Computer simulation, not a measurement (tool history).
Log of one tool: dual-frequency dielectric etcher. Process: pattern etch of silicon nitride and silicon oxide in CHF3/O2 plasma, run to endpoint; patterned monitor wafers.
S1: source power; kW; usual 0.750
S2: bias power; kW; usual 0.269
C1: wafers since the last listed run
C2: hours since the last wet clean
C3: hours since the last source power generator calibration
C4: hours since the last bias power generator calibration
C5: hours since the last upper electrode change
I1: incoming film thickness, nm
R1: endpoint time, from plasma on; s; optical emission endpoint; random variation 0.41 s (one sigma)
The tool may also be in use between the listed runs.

Run 1, hour 0.0: usual settings but S2 0.233 kW; C1 0; C2 505.3; C3 3827.6; C4 2643.7; C5 2087.4; I1 256.9. Result: R1 139.7 s.
At hour 88.5: wet clean of the chamber.
Run 2, hour 89.0: usual settings but S1 0.890 kW; C1 443; C2 0.5; C3 3916.6; C4 2732.7; C5 2176.4; I1 255.9. Result: R1 131.3 s.
Run 3, hour 135.8: usual settings; C1 319; C2 47.3; C3 3963.4; C4 2779.5; C5 2223.2; I1 258.2. Result: R1 137.5 s.
Run 4, hour 169.8: usual settings; C1 231; C2 81.3; C3 3997.4; C4 2813.5; C5 2257.2; I1 257.0. Result: R1 138.0 s.
Run 5, hour 220.6: usual settings but S1 0.680 kW, S2 0.237 kW; C1 346; C2 132.1; C3 4048.2; C4 2864.3; C5 2308.0; I1 255.2. Result: R1 143.8 s.
Run 6, hour 272.6: usual settings but S1 0.680 kW, S2 0.237 kW; C1 354; C2 184.1; C3 4100.2; C4 2916.3; C5 2360.0; I1 254.0. Result: R1 142.7 s.
Run 7, hour 304.5: usual settings; C1 217; C2 216.0; C3 4132.1; C4 2948.2; C5 2391.9; I1 257.2. Result: R1 137.5 s.
Run 8, hour 361.5: usual settings; C1 388; C2 273.0; C3 4189.1; C4 3005.2; C5 2448.9; I1 256.8. Result: R1 136.5 s.
Run 9, hour 403.0: usual settings; C1 282; C2 314.5; C3 4230.6; C4 3046.7; C5 2490.4; I1 256.6. Result: R1 136.2 s.
Run 10, hour 441.0: usual settings; C1 259; C2 352.5; C3 4268.6; C4 3084.7; C5 2528.4; I1 257.9. Result: R1 137.3 s.
Run 11, hour 476.6: usual settings; C1 242; C2 388.1; C3 4304.2; C4 3120.3; C5 2564.0; I1 257.2. Result: R1 136.7 s.
Run 12, hour 521.9: usual settings; C1 308; C2 433.4; C3 4349.5; C4 3165.6; C5 2609.3; I1 258.3. Result: R1 137.0 s.
Run 13, hour 550.7: usual settings; C1 196; C2 462.2; C3 4378.3; C4 3194.4; C5 2638.1; I1 256.7. Result: R1 135.6 s.
Run 14, hour 591.7: usual settings; C1 279; C2 503.2; C3 4419.3; C4 3235.4; C5 2679.1; I1 256.3. Result: R1 134.8 s.
Run 15, hour 662.6: usual settings; C1 483; C2 574.1; C3 4490.2; C4 3306.3; C5 2750.0; I1 256.4. Result: R1 134.5 s.
At hour 699.0: wet clean of the chamber.
Run 16, hour 708.7: usual settings; C1 150; C2 9.7; C3 4536.3; C4 3352.4; C5 2796.1; I1 255.4. Result: R1 137.1 s.
At hour 736.6: source power generator calibrated.
Run 17, hour 771.4: usual settings but S1 0.590 kW, S2 0.327 kW; C1 400; C2 72.4; C3 34.8; C4 3415.1; C5 2858.8; I1 256.8. Result: R1 139.8 s.
Run 18, hour 818.0: usual settings but S1 0.600 kW, S2 0.235 kW; C1 317; C2 119.0; C3 81.4; C4 3461.7; C5 2905.4; I1 255.7. Result: R1 150.0 s.
Run 19, hour 854.4: usual settings but S1 0.620 kW, S2 0.291 kW; C1 248; C2 155.4; C3 117.8; C4 3498.1; C5 2941.8; I1 256.8. Result: R1 141.9 s.
Run 20, hour 908.3: usual settings but S1 0.610 kW, S2 0.226 kW; C1 367; C2 209.3; C3 171.7; C4 3552.0; C5 2995.7; I1 256.9. Result: R1 150.0 s.
At hour 933.1: bias power generator calibrated.
Run 21, hour 978.8: usual settings but S1 0.840 kW, S2 0.305 kW; C1 453; C2 279.8; C3 242.2; C4 45.7; C5 3066.2; I1 256.1. Result: R1 127.4 s.
Run 22, hour 1036.6: usual settings; C1 394; C2 337.6; C3 300.0; C4 103.5; C5 3124.0; I1 257.6. Result: R1 136.6 s.
Run 23, hour 1072.3: usual settings; C1 243; C2 373.3; C3 335.7; C4 139.2; C5 3159.7; I1 255.5. Result: R1 134.5 s.
Run 24, hour 1137.0: usual settings but S2 0.321 kW; C1 441; C2 438.0; C3 400.4; C4 203.9; C5 3224.4; I1 256.3. Result: R1 129.6 s.
At hour 1175.9: upper electrode replaced.
Run 25, hour 1180.5: usual settings but S1 0.860 kW, S2 0.227 kW; C1 132; C2 481.5; C3 443.9; C4 247.4; C5 4.6; I1 253.8. Result: R1 133.0 s.
At hour 1227.1: wet clean of the chamber.
Run 26, hour 1248.1: usual settings but S1 0.570 kW, S2 0.327 kW; C1 297; C2 21.0; C3 511.5; C4 315.0; C5 72.2; I1 258.7. Result: R1 142.9 s.
Run 27, hour 1297.0: usual settings but S1 0.830 kW, S2 0.304 kW; C1 333; C2 69.9; C3 560.4; C4 363.9; C5 121.1; I1 258.0. Result: R1 130.9 s.
Run 28, hour 1359.5: usual settings but S1 0.680 kW, S2 0.324 kW; C1 426; C2 132.4; C3 622.9; C4 426.4; C5 183.6; I1 258.8. Result: R1 137.2 s.
Run 29, hour 1391.5: usual settings but S1 0.690 kW, S2 0.294 kW; C1 218; C2 164.4; C3 654.9; C4 458.4; C5 215.6; I1 256.3. Result: R1 137.8 s.
Run 30, hour 1434.1: usual settings but S1 0.640 kW, S2 0.243 kW; C1 290; C2 207.0; C3 697.5; C4 501.0; C5 258.2; I1 257.0. Result: R1 147.2 s.
Run 31, hour 1461.0: usual settings but S1 0.840 kW, S2 0.241 kW; C1 183; C2 233.9; C3 724.4; C4 527.9; C5 285.1; I1 257.9. Result: R1 137.0 s.
Run 32, hour 1517.5: usual settings but S1 0.680 kW, S2 0.324 kW; C1 385; C2 290.4; C3 780.9; C4 584.4; C5 341.6; I1 258.0. Result: R1 134.5 s.
Run 33, hour 1563.5: usual settings; C1 313; C2 336.4; C3 826.9; C4 630.4; C5 387.6; I1 258.0. Result: R1 136.4 s.

Hidden state or all else? Some run-to-run changes of R1, split into what the settings, what came in and random variation would give without the hidden state, and what is left for the hidden state (with any gauge scatter that isn't in both results):
The hidden state here: etch rate over this chamber's usual, %; source power that arrives over what is set, %; bias power that arrives over what is set, %.
Run 1 -> 2: S1 0.750 -> 0.890, S2 0.233 -> 0.269, wet clean of the chamber. R1 -8.4 s: hidden state +3.1, all else -11.5.
Run 15 -> 16: wet clean of the chamber. R1 +2.6 s: hidden state +2.9, all else -0.3.
Run 17 -> 18: S1 0.590 -> 0.600, S2 0.327 -> 0.235. R1 +10.2 s: hidden state -0.4, all else +10.6.
Run 20 -> 21: S1 0.610 -> 0.840, S2 0.226 -> 0.305, bias power generator calibrated. R1 -22.6 s: hidden state -0.2, all else -22.4.
Run 25 -> 26: S1 0.860 -> 0.570, S2 0.227 -> 0.327, wet clean of the chamber. R1 +9.9 s: hidden state +2.8, all else +7.1.
Run 26 -> 27: S1 0.570 -> 0.830, S2 0.327 -> 0.304. R1 -12.0 s: hidden state -0.3, all else -11.7.
